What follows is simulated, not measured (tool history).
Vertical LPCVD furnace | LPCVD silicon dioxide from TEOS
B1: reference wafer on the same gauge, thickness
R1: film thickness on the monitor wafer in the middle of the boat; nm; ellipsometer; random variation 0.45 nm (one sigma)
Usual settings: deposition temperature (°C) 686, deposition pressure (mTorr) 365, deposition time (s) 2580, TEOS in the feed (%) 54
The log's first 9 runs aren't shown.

{"run": 10, "day": 22.533, "deposition temperature (°C)": 686, "deposition pressure (mTorr)": 455, "deposition time (s)": 2250, "TEOS in the feed (%)": 54, "B1": 195.06, "R1": 222.47}
{"run": 11, "day": 25.296, "deposition temperature (°C)": 686, "deposition pressure (mTorr)": 365, "deposition time (s)": 2580, "TEOS in the feed (%)": 54, "B1": 195.18, "R1": 228.59}
{"run": 12, "day": 27.096, "deposition temperature (°C)": 681, "deposition pressure (mTorr)": 390, "deposition time (s)": 1950, "TEOS in the feed (%)": 44, "B1": 194.93, "R1": 143.04}
{"day": 27.633, "done": "gauge calibrated"}
{"day": 30.425, "done": "thermocouples replaced and temperature profile calibrated"}
{"run": 13, "day": 30.6, "deposition temperature (°C)": 686, "deposition pressure (mTorr)": 410, "deposition time (s)": 2580, "TEOS in the feed (%)": 54, "B1": 194.96, "R1": 234.55}
{"run": 14, "day": 33.942, "deposition temperature (°C)": 695, "deposition pressure (mTorr)": 365, "deposition time (s)": 2580, "TEOS in the feed (%)": 46, "B1": 195.18, "R1": 252.9}
{"run": 15, "day": 35.979, "deposition temperature (°C)": 686, "deposition pressure (mTorr)": 365, "deposition time (s)": 3570, "TEOS in the feed (%)": 44, "B1": 194.93, "R1": 276.15}
{"run": 16, "day": 38.421, "deposition temperature (°C)": 680, "deposition pressure (mTorr)": 365, "deposition time (s)": 3210, "TEOS in the feed (%)": 54, "B1": 195.02, "R1": 238.79}
{"run": 17, "day": 40.308, "deposition temperature (°C)": 686, "deposition pressure (mTorr)": 365, "deposition time (s)": 2580, "TEOS in the feed (%)": 63, "B1": 194.92, "R1": 239.13}
{"run": 18, "day": 42.912, "deposition temperature (°C)": 686, "deposition pressure (mTorr)": 365, "deposition time (s)": 2580, "TEOS in the feed (%)": 58, "B1": 195.1, "R1": 230.34}
{"run": 19, "day": 45.596, "deposition temperature (°C)": 686, "deposition pressure (mTorr)": 335, "deposition time (s)": 2580, "TEOS in the feed (%)": 54, "B1": 194.96, "R1": 211.85}
{"run": 20, "day": 49.746, "deposition temperature (°C)": 686, "deposition pressure (mTorr)": 305, "deposition time (s)": 2580, "TEOS in the feed (%)": 62, "B1": 195, "R1": 216.65}
{"run": 21, "day": 53.35, "deposition temperature (°C)": 697, "deposition pressure (mTorr)": 290, "deposition time (s)": 2910, "TEOS in the feed (%)": 64, "B1": 195.06, "R1": 314.06}
{"run": 22, "day": 55.588, "deposition temperature (°C)": 686, "deposition pressure (mTorr)": 365, "deposition time (s)": 2880, "TEOS in the feed (%)": 54, "B1": 195.06, "R1": 246.92}
{"day": 57.242, "done": "TEOS flow controller replaced"}
{"run": 23, "day": 58.225, "deposition temperature (°C)": 686, "deposition pressure (mTorr)": 365, "deposition time (s)": 2580, "TEOS in the feed (%)": 54, "B1": 194.95, "R1": 221.9}
{"run": 24, "day": 60.708, "deposition temperature (°C)": 686, "deposition pressure (mTorr)": 365, "deposition time (s)": 2580, "TEOS in the feed (%)": 54, "B1": 194.98, "R1": 222.29}
{"run": 25, "day": 64.912, "deposition temperature (°C)": 675, "deposition pressure (mTorr)": 395, "deposition time (s)": 1620, "TEOS in the feed (%)": 62, "B1": 195.04, "R1": 118.48}
{"run": 26, "day": 66.829, "deposition temperature (°C)": 698, "deposition pressure (mTorr)": 280, "deposition time (s)": 3480, "TEOS in the feed (%)": 50, "B1": 194.99, "R1": 334.92}
{"run": 27, "day": 76.908, "deposition temperature (°C)": 676, "deposition pressure (mTorr)": 290, "deposition time (s)": 2580, "TEOS in the feed (%)": 54, "B1": 194.87, "R1": 155.3}
{"run": 28, "day": 80.088, "deposition temperature (°C)": 686, "deposition pressure (mTorr)": 335, "deposition time (s)": 2580, "TEOS in the feed (%)": 49, "B1": 195.02, "R1": 201.68}
{"run": 29, "day": 82.608, "deposition temperature (°C)": 686, "deposition pressure (mTorr)": 440, "deposition time (s)": 2580, "TEOS in the feed (%)": 54, "B1": 195.04, "R1": 243.93}
{"run": 30, "day": 84.292, "deposition temperature (°C)": 697, "deposition pressure (mTorr)": 290, "deposition time (s)": 2580, "TEOS in the feed (%)": 54, "B1": 194.93, "R1": 256.45}
{"run": 31, "day": 86.896, "deposition temperature (°C)": 697, "deposition pressure (mTorr)": 365, "deposition time (s)": 3000, "TEOS in the feed (%)": 54, "B1": 195.03, "R1": 333.36}
{"run": 32, "day": 89.492, "deposition temperature (°C)": 686, "deposition pressure (mTorr)": 365, "deposition time (s)": 2580, "TEOS in the feed (%)": 54, "B1": 194.93, "R1": 221.33}

Forecast each of these 3 alternatives for the next run:
{"run": "A", "day": 89.712, "deposition temperature (°C)": 677, "deposition pressure (mTorr)": 365, "deposition time (s)": 2580, "TEOS in the feed (%)": 54, "B1": "?", "R1": "?"}
{"run": "B", "day": 89.712, "deposition temperature (°C)": 678, "deposition pressure (mTorr)": 410, "deposition time (s)": 3090, "TEOS in the feed (%)": 59, "B1": "?", "R1": "?"}
{"run": "C", "day": 89.712, "deposition temperature (°C)": 690, "deposition pressure (mTorr)": 365, "deposition time (s)": 2580, "TEOS in the feed (%)": 54, "B1": "?", "R1": "?"}

run=A B1=194.95 R1=178.52
run=B B1=194.95 R1=242.71
run=C B1=194.95 R1=244.11
Without the tool's hidden state the same runs would have given:
run=A R1=177.86
run=B R1=241.82
run=C R1=243.23

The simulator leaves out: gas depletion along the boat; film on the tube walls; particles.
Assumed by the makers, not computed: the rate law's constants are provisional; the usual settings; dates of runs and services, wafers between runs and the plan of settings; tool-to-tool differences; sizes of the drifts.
